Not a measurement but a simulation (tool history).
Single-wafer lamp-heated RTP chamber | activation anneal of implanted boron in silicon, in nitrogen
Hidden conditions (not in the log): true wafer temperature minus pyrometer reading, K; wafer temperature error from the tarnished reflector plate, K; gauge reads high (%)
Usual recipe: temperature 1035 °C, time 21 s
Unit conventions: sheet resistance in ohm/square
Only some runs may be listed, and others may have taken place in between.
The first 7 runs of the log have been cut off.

run,hour,temperature,time,wafers since the last listed run,wafers since the last pyrometer calibration,wafers since the reflector plate was cleaned,hours since the gauge calibration,"read-back reference wafer on the same gauge, sheet resistance",sheet resistance
# hour 229.1: pyrometer window cleaned and pyrometer calibrated
8,233.9,1035,21,616,80,6524,545.9,92.11,96.95
9,292.9,1016,21,989,1070,7513,604.9,92.1,98.01
# hour 317.3: reflector plate cleaned
10,350.7,1016,21,834,1905,560,662.7,92.08,98.02
11,401.4,1016,21,850,2755,1410,713.4,92.1,97.86
12,440.7,1035,21,658,3414,2069,752.7,92.1,96.96
# hour 455.7: pyrometer window cleaned and pyrometer calibrated, repeated, since the last time left the tool worse
13,466.9,1035,21,305,187,2374,778.9,92.12,97.32
14,498.7,1035,21,533,720,2908,810.7,92.11,97.45
# hour 521.8: gauge calibrated
15,544.9,1035,21,774,1495,3682,23.1,92.09,97.67
16,612.4,1026,11,1131,2626,4814,90.6,92.11,98.12

What will run 17 give?
17,651.5,1018,27,655,3282,5469,129.7,?,?

read-back reference wafer on the same gauge, sheet resistance: 92.07
sheet resistance: 97.77 ohm/square
Had the tool carried no hidden state, the very same run would have given sheet resistance 98.24 ohm/square.
